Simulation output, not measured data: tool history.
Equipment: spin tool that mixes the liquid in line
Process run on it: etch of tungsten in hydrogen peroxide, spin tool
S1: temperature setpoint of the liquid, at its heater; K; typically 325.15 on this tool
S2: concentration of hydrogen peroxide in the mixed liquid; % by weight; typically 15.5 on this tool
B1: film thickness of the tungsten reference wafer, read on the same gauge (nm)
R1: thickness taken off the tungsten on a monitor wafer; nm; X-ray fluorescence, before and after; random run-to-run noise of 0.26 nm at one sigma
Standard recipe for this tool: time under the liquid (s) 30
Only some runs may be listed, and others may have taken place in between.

{"run": 1, "hour": 0.0, "S1": 325.15, "S2": 15.5, "time under the liquid (s)": 30, "B1": 69.99, "R1": 25.36}
{"run": 2, "hour": 59.9, "S1": 325.15, "S2": 15.5, "time under the liquid (s)": 15, "B1": 70.0, "R1": 12.42}
{"hour": 80.3, "done": "peroxide flow meter replaced"}
{"hour": 110.8, "done": "gauge calibrated"}
{"run": 3, "hour": 117.8, "S1": 325.15, "S2": 15.5, "time under the liquid (s)": 15, "B1": 70.0, "R1": 13.56}
{"run": 4, "hour": 189.5, "S1": 325.15, "S2": 12.5, "time under the liquid (s)": 15, "B1": 70.0, "R1": 12.05}
{"run": 5, "hour": 239.8, "S1": 325.15, "S2": 15.5, "time under the liquid (s)": 30, "B1": 69.97, "R1": 26.52}
{"run": 6, "hour": 373.6, "S1": 318.15, "S2": 12.0, "time under the liquid (s)": 30, "B1": 69.98, "R1": 15.45}
{"run": 7, "hour": 402.9, "S1": 325.15, "S2": 15.5, "time under the liquid (s)": 30, "B1": 70.0, "R1": 26.79}
{"hour": 438.8, "done": "new drum of peroxide connected"}
{"run": 8, "hour": 455.1, "S1": 329.15, "S2": 15.5, "time under the liquid (s)": 40, "B1": 70.03, "R1": 45.54}
{"run": 9, "hour": 517.2, "S1": 319.65, "S2": 15.5, "time under the liquid (s)": 25, "B1": 70.0, "R1": 15.75}
{"hour": 583.2, "done": "heated supply line repaired"}
{"run": 10, "hour": 588.6, "S1": 333.65, "S2": 15.5, "time under the liquid (s)": 30, "B1": 70.0, "R1": 43.45}
{"hour": 617.6, "done": "thermometer replaced"}
{"run": 11, "hour": 639.1, "S1": 325.15, "S2": 15.5, "time under the liquid (s)": 30, "B1": 70.0, "R1": 26.72}
{"run": 12, "hour": 671.4, "S1": 325.15, "S2": 15.5, "time under the liquid (s)": 30, "B1": 70.03, "R1": 26.46}
{"run": 13, "hour": 826.7, "S1": 328.65, "S2": 15.5, "time under the liquid (s)": 15, "B1": 70.01, "R1": 16.38}
{"run": 14, "hour": 967.6, "S1": 325.15, "S2": 17.0, "time under the liquid (s)": 45, "B1": 70.0, "R1": 40.82}
{"hour": 980.9, "done": "new drum of peroxide connected"}
{"run": 15, "hour": 1015.4, "S1": 318.15, "S2": 14.0, "time under the liquid (s)": 40, "B1": 69.98, "R1": 21.9}
{"run": 16, "hour": 1085.8, "S1": 325.15, "S2": 15.5, "time under the liquid (s)": 30, "B1": 69.99, "R1": 26.89}
{"run": 17, "hour": 1153.4, "S1": 325.15, "S2": 15.5, "time under the liquid (s)": 30, "B1": 70.01, "R1": 26.43}
{"run": 18, "hour": 1194.2, "S1": 328.65, "S2": 15.5, "time under the liquid (s)": 30, "B1": 69.98, "R1": 32.06}
{"run": 19, "hour": 1248.0, "S1": 316.65, "S2": 12.0, "time under the liquid (s)": 25, "B1": 70.01, "R1": 11.22}

The next listed run, before its measurement:
{"run": 20, "hour": 1286.2, "S1": 325.15, "S2": 15.5, "time under the liquid (s)": 30, "B1": "?", "R1": "?"}

B1: 70.00
R1: 26.32 nm
Minus the tool's unlogged condition, the same run would have read R1 27.31 nm.
